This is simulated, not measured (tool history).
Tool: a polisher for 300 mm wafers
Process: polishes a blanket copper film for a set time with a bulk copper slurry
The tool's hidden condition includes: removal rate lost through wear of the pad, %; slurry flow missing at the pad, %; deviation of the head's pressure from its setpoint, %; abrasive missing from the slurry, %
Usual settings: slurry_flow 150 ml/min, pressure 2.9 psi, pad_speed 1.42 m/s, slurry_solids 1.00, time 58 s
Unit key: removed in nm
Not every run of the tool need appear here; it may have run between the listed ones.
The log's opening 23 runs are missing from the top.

run   hour  slurry_flow  pressure  pad_speed  slurry_solids  time  wafers since the last listed run  wafers polished on this pad  hours since the slurry nozzle was cleaned  hours since the head pressure was calibrated  hours since the slurry blender was calibrated  incoming thickness of the incoming film, nm  removed
 24  605.8          185       2.9       1.42           0.90    58                               223                          762                                      504.8                                         533.9                                          111.1                                       4414.9    634.1
     610.7  -- head pressure recalibrated
 25  620.5          150       3.5       1.42           1.00    73                               172                          934                                      519.5                                           9.8                                          125.8                                       4555.0    913.4
 26  653.2          200       3.5       1.42           1.00    68                               443                         1378                                      552.2                                          42.5                                          158.5                                       4583.3    899.0
 27  674.7          150       2.2       1.16           0.80    58                               291                         1669                                      573.7                                          64.0                                          180.0                                       4455.5    385.2
 28  687.9          150       2.9       1.42           1.00    58                               179                         1848                                      586.9                                          77.2                                          193.2                                       4568.9    607.8
     714.1  -- slurry blender recalibrated
 29  714.6          110       2.9       1.42           1.00    47                               335                         2183                                      613.6                                         103.9                                            0.5                                       4481.8    452.8
     775.0  -- worn pad replaced by a new one
 30  800.4          150       2.9       1.42           1.00    48                              1109                          344                                      699.4                                         189.7                                           86.3                                       4519.7    492.3
 31  813.7          150       2.1       1.42           0.90    41                               180                          525                                      712.7                                         203.0                                           99.6                                       4547.6    308.0

Each row is a separate what-if for the run after 31, all from the same tool condition, not one after another. Results?
  A  814.1          150       2.9       1.76           1.00    58                                 5                          530                                      713.1                                         203.4                                          100.0                                       4483.6        ?
  B  814.1          150       2.9       1.42           1.25    51                                 5                          530                                      713.1                                         203.4                                          100.0                                       4483.6        ?
  C  814.1          165       3.8       1.42           1.00    58                                 5                          530                                      713.1                                         203.4                                          100.0                                       4483.6        ?

run  removed
  A    743.4
  B    541.7
  C    792.6
Without the tool's hidden state the same runs would have given:
run  removed
  A    802.8
  B    585.0
  C    850.0

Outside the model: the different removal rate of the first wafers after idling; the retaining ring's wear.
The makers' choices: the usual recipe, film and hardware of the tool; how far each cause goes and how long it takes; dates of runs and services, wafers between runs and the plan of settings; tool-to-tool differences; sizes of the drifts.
